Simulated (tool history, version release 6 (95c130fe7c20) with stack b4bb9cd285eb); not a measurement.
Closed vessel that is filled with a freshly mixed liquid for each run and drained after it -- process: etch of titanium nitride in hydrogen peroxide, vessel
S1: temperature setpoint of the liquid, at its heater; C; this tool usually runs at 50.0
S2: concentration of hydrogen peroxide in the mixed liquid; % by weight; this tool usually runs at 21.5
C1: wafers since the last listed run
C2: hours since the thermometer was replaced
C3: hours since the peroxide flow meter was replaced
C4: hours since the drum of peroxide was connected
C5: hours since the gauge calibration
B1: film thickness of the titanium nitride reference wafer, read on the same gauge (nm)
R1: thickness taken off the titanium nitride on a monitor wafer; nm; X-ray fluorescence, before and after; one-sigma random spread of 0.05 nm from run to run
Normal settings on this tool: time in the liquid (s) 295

run 1 hour=0.0 | S1=50.0 S2=21.5 time_in_the_liquid_(s)=295 | C1=0 C2=1755.2 C3=907.7 C4=285.4 C5=365.1 | B1=90.01 | R1=8.35
run 2 hour=34.4 | S1=50.0 S2=21.5 time_in_the_liquid_(s)=295 | C1=3344 C2=1789.6 C3=942.1 C4=319.8 C5=399.5 | B1=89.99 | R1=8.45
run 3 hour=51.9 | S1=50.0 S2=21.5 time_in_the_liquid_(s)=295 | C1=1701 C2=1807.1 C3=959.6 C4=337.3 C5=417.0 | B1=90.00 | R1=8.39
run 4 hour=67.5 | S1=50.0 S2=21.5 time_in_the_liquid_(s)=295 | C1=1516 C2=1822.7 C3=975.2 C4=352.9 C5=432.6 | B1=89.99 | R1=8.42
run 5 hour=131.8 | S1=50.0 S2=21.5 time_in_the_liquid_(s)=295 | C1=6250 C2=1887.0 C3=1039.5 C4=417.2 C5=496.9 | B1=89.98 | R1=8.40
-- hour=159.5 gauge calibrated
run 6 hour=164.9 | S1=50.0 S2=21.5 time_in_the_liquid_(s)=295 | C1=3217 C2=1920.1 C3=1072.6 C4=450.3 C5=5.4 | B1=89.96 | R1=8.46
run 7 hour=180.3 | S1=53.0 S2=17.0 time_in_the_liquid_(s)=295 | C1=1497 C2=1935.5 C3=1088.0 C4=465.7 C5=20.8 | B1=90.01 | R1=10.00
run 8 hour=204.7 | S1=53.0 S2=17.0 time_in_the_liquid_(s)=295 | C1=2371 C2=1959.9 C3=1112.4 C4=490.1 C5=45.2 | B1=89.99 | R1=10.08
run 9 hour=240.1 | S1=50.0 S2=21.5 time_in_the_liquid_(s)=295 | C1=3441 C2=1995.3 C3=1147.8 C4=525.5 C5=80.6 | B1=90.01 | R1=8.47
run 10 hour=256.4 | S1=57.5 S2=24.0 time_in_the_liquid_(s)=295 | C1=1584 C2=2011.6 C3=1164.1 C4=541.8 C5=96.9 | B1=89.97 | R1=14.88
-- hour=264.7 peroxide flow meter replaced
run 11 hour=271.8 | S1=50.0 S2=21.5 time_in_the_liquid_(s)=170 | C1=1399 C2=2027.0 C3=7.1 C4=557.2 C5=112.3 | B1=89.98 | R1=4.93
-- hour=279.4 new drum of peroxide connected
run 12 hour=306.8 | S1=50.0 S2=21.5 time_in_the_liquid_(s)=380 | C1=3305 C2=2062.0 C3=42.1 C4=27.4 C5=147.3 | B1=90.00 | R1=10.97
run 13 hour=327.3 | S1=50.0 S2=17.0 time_in_the_liquid_(s)=295 | C1=1992 C2=2082.5 C3=62.6 C4=47.9 C5=167.8 | B1=90.03 | R1=8.17
run 14 hour=358.5 | S1=50.0 S2=24.5 time_in_the_liquid_(s)=295 | C1=3033 C2=2113.7 C3=93.8 C4=79.1 C5=199.0 | B1=90.01 | R1=8.80
-- hour=366.9 thermometer replaced
run 15 hour=390.7 | S1=46.0 S2=17.5 time_in_the_liquid_(s)=445 | C1=3033 C2=23.8 C3=126.0 C4=111.3 C5=231.2 | B1=90.00 | R1=8.21
run 16 hour=419.6 | S1=50.0 S2=21.5 time_in_the_liquid_(s)=295 | C1=2809 C2=52.7 C3=154.9 C4=140.2 C5=260.1 | B1=89.99 | R1=7.62
run 17 hour=448.7 | S1=50.0 S2=15.5 time_in_the_liquid_(s)=295 | C1=2828 C2=81.8 C3=184.0 C4=169.3 C5=289.2 | B1=90.01 | R1=7.09
run 18 hour=464.0 | S1=50.0 S2=19.0 time_in_the_liquid_(s)=435 | C1=1487 C2=97.1 C3=199.3 C4=184.6 C5=304.5 | B1=90.00 | R1=10.87

Take each entry between the runs: how does the hidden state at the last listed run before it differ from the hidden state at the first listed run after it?
Logged between run 5 and run 6: gauge calibrated (hour 159.5)
  liquid hotter than its thermometer reads (K): 1.64 -> 1.66
  measured value less the no-hidden-state value, R1: +0.94 -> +0.95 nm
Logged between run 10 and run 11: peroxide flow meter replaced (hour 264.7)
  liquid hotter than its thermometer reads (K): 1.74 -> 1.75
  measured value less the no-hidden-state value, R1: +1.68 -> +0.58 nm
Logged between run 11 and run 12: new drum of peroxide connected (hour 279.4)
  liquid hotter than its thermometer reads (K): 1.75 -> 1.78
  measured value less the no-hidden-state value, R1: +0.58 -> +1.32 nm
Logged between run 14 and run 15: thermometer replaced (hour 366.9)
  liquid hotter than its thermometer reads (K): 1.82 -> 0.0489
  measured value less the no-hidden-state value, R1: +1.08 -> +0.03 nm
